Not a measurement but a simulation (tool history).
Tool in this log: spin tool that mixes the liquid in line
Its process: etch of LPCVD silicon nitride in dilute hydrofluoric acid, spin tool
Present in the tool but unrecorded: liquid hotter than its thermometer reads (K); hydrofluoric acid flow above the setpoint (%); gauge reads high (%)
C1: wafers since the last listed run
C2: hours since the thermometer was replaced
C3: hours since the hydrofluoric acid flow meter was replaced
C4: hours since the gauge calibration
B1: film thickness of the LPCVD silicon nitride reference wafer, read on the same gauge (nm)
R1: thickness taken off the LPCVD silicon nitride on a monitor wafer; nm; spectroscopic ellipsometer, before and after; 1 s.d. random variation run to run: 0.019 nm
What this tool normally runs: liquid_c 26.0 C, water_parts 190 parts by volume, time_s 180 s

{"run": 1, "hour": 0.0, "liquid_c": 26.0, "water_parts": 190, "time_s": 180, "C1": 0, "C2": 1907.6, "C3": 1201.0, "C4": 898.6, "B1": 69.977, "R1": 0.594}
{"run": 2, "hour": 70.5, "liquid_c": 26.0, "water_parts": 190, "time_s": 205, "C1": 313, "C2": 1978.1, "C3": 1271.5, "C4": 969.1, "B1": 70.011, "R1": 0.713}
{"run": 3, "hour": 132.9, "liquid_c": 26.0, "water_parts": 190, "time_s": 205, "C1": 277, "C2": 2040.5, "C3": 1333.9, "C4": 1031.5, "B1": 70.02, "R1": 0.66}
{"run": 4, "hour": 196.9, "liquid_c": 26.0, "water_parts": 190, "time_s": 205, "C1": 284, "C2": 2104.5, "C3": 1397.9, "C4": 1095.5, "B1": 69.973, "R1": 0.717}
{"run": 5, "hour": 404.0, "liquid_c": 26.0, "water_parts": 190, "time_s": 180, "C1": 920, "C2": 2311.6, "C3": 1605.0, "C4": 1302.6, "B1": 69.968, "R1": 0.62}
{"run": 6, "hour": 463.4, "liquid_c": 26.0, "water_parts": 190, "time_s": 180, "C1": 263, "C2": 2371.0, "C3": 1664.4, "C4": 1362.0, "B1": 69.997, "R1": 0.613}
{"hour": 483.9, "done": "hydrofluoric acid flow meter replaced"}
{"run": 7, "hour": 513.3, "liquid_c": 26.0, "water_parts": 190, "time_s": 180, "C1": 217, "C2": 2420.9, "C3": 29.4, "C4": 1411.9, "B1": 69.974, "R1": 0.632}
{"run": 8, "hour": 550.1, "liquid_c": 26.0, "water_parts": 120, "time_s": 180, "C1": 163, "C2": 2457.7, "C3": 66.2, "C4": 1448.7, "B1": 70.03, "R1": 1.02}
{"run": 9, "hour": 612.2, "liquid_c": 26.0, "water_parts": 120, "time_s": 180, "C1": 275, "C2": 2519.8, "C3": 128.3, "C4": 1510.8, "B1": 69.996, "R1": 1.078}
{"hour": 621.7, "done": "thermometer replaced"}
{"run": 10, "hour": 662.7, "liquid_c": 30.5, "water_parts": 110, "time_s": 215, "C1": 219, "C2": 41.0, "C3": 178.8, "C4": 1561.3, "B1": 70.016, "R1": 1.505}
{"run": 11, "hour": 709.9, "liquid_c": 26.0, "water_parts": 275, "time_s": 95, "C1": 209, "C2": 88.2, "C3": 226.0, "C4": 1608.5, "B1": 69.974, "R1": 0.199}
{"run": 12, "hour": 778.2, "liquid_c": 24.0, "water_parts": 135, "time_s": 80, "C1": 303, "C2": 156.5, "C3": 294.3, "C4": 1676.8, "B1": 69.991, "R1": 0.326}
{"hour": 794.9, "done": "gauge calibrated"}
{"run": 13, "hour": 829.0, "liquid_c": 29.5, "water_parts": 190, "time_s": 180, "C1": 225, "C2": 207.3, "C3": 345.1, "C4": 34.1, "B1": 69.987, "R1": 0.705}
{"run": 14, "hour": 885.0, "liquid_c": 28.5, "water_parts": 285, "time_s": 180, "C1": 248, "C2": 263.3, "C3": 401.1, "C4": 90.1, "B1": 69.977, "R1": 0.446}
{"run": 15, "hour": 940.3, "liquid_c": 29.5, "water_parts": 150, "time_s": 180, "C1": 245, "C2": 318.6, "C3": 456.4, "C4": 145.4, "B1": 69.948, "R1": 0.954}
{"run": 16, "hour": 997.8, "liquid_c": 26.0, "water_parts": 190, "time_s": 180, "C1": 255, "C2": 376.1, "C3": 513.9, "C4": 202.9, "B1": 69.973, "R1": 0.588}
{"run": 17, "hour": 1054.4, "liquid_c": 26.0, "water_parts": 190, "time_s": 105, "C1": 251, "C2": 432.7, "C3": 570.5, "C4": 259.5, "B1": 70.046, "R1": 0.32}
{"run": 18, "hour": 1079.5, "liquid_c": 26.0, "water_parts": 190, "time_s": 180, "C1": 111, "C2": 457.8, "C3": 595.6, "C4": 284.6, "B1": 70.021, "R1": 0.585}
{"run": 19, "hour": 1117.0, "liquid_c": 26.0, "water_parts": 140, "time_s": 180, "C1": 166, "C2": 495.3, "C3": 633.1, "C4": 322.1, "B1": 69.991, "R1": 0.773}
{"run": 20, "hour": 1169.6, "liquid_c": 26.0, "water_parts": 190, "time_s": 180, "C1": 233, "C2": 547.9, "C3": 685.7, "C4": 374.7, "B1": 69.991, "R1": 0.581}
{"run": 21, "hour": 1204.8, "liquid_c": 21.5, "water_parts": 130, "time_s": 180, "C1": 156, "C2": 583.1, "C3": 720.9, "C4": 409.9, "B1": 70.036, "R1": 0.645}
{"run": 22, "hour": 1248.0, "liquid_c": 26.0, "water_parts": 190, "time_s": 180, "C1": 191, "C2": 626.3, "C3": 764.1, "C4": 453.1, "B1": 70.006, "R1": 0.566}
{"run": 23, "hour": 1301.8, "liquid_c": 26.0, "water_parts": 190, "time_s": 180, "C1": 239, "C2": 680.1, "C3": 817.9, "C4": 506.9, "B1": 70.052, "R1": 0.61}
{"run": 24, "hour": 1431.2, "liquid_c": 23.5, "water_parts": 190, "time_s": 100, "C1": 574, "C2": 809.5, "C3": 947.3, "C4": 636.3, "B1": 70.016, "R1": 0.29}
{"run": 25, "hour": 1455.5, "liquid_c": 26.0, "water_parts": 190, "time_s": 180, "C1": 107, "C2": 833.8, "C3": 971.6, "C4": 660.6, "B1": 69.966, "R1": 0.6}
{"run": 26, "hour": 1511.6, "liquid_c": 24.5, "water_parts": 120, "time_s": 125, "C1": 249, "C2": 889.9, "C3": 1027.7, "C4": 716.7, "B1": 70.06, "R1": 0.603}
{"run": 27, "hour": 1549.7, "liquid_c": 26.0, "water_parts": 190, "time_s": 180, "C1": 169, "C2": 928.0, "C3": 1065.8, "C4": 754.8, "B1": 69.983, "R1": 0.569}
{"run": 28, "hour": 1603.8, "liquid_c": 26.0, "water_parts": 275, "time_s": 95, "C1": 240, "C2": 982.1, "C3": 1119.9, "C4": 808.9, "B1": 70.056, "R1": 0.203}
{"run": 29, "hour": 1667.0, "liquid_c": 24.0, "water_parts": 275, "time_s": 265, "C1": 280, "C2": 1045.3, "C3": 1183.1, "C4": 872.1, "B1": 70.002, "R1": 0.535}
{"run": 30, "hour": 1698.5, "liquid_c": 28.0, "water_parts": 190, "time_s": 285, "C1": 139, "C2": 1076.8, "C3": 1214.6, "C4": 903.6, "B1": 69.986, "R1": 1.026}
{"run": 31, "hour": 1751.0, "liquid_c": 26.0, "water_parts": 165, "time_s": 260, "C1": 233, "C2": 1129.3, "C3": 1267.1, "C4": 956.1, "B1": 69.992, "R1": 0.962}

Below are 5 alternative next runs, each starting from the tool's condition after run 31. Predict each:
{"run": "A", "hour": 1751.5, "liquid_c": 26.0, "water_parts": 190, "time_s": 180, "C1": 2, "C2": 1129.8, "C3": 1267.6, "C4": 956.6, "B1": "?", "R1": "?"}
{"run": "B", "hour": 1751.5, "liquid_c": 31.0, "water_parts": 265, "time_s": 265, "C1": 2, "C2": 1129.8, "C3": 1267.6, "C4": 956.6, "B1": "?", "R1": "?"}
{"run": "C", "hour": 1751.5, "liquid_c": 23.5, "water_parts": 190, "time_s": 145, "C1": 2, "C2": 1129.8, "C3": 1267.6, "C4": 956.6, "B1": "?", "R1": "?"}
{"run": "D", "hour": 1751.5, "liquid_c": 26.0, "water_parts": 240, "time_s": 145, "C1": 2, "C2": 1129.8, "C3": 1267.6, "C4": 956.6, "B1": "?", "R1": "?"}
{"run": "E", "hour": 1751.5, "liquid_c": 28.0, "water_parts": 270, "time_s": 120, "C1": 2, "C2": 1129.8, "C3": 1267.6, "C4": 956.6, "B1": "?", "R1": "?"}

run=A B1=69.974 R1=0.599
run=B B1=69.974 R1=0.844
run=C B1=69.974 R1=0.413
run=D B1=69.974 R1=0.381
run=E B1=69.974 R1=0.315
Stripped of hidden state, with their random variation kept, the same runs would have yielded:
run=A R1=0.555
run=B R1=0.787
run=C R1=0.382
run=D R1=0.354
run=E R1=0.293

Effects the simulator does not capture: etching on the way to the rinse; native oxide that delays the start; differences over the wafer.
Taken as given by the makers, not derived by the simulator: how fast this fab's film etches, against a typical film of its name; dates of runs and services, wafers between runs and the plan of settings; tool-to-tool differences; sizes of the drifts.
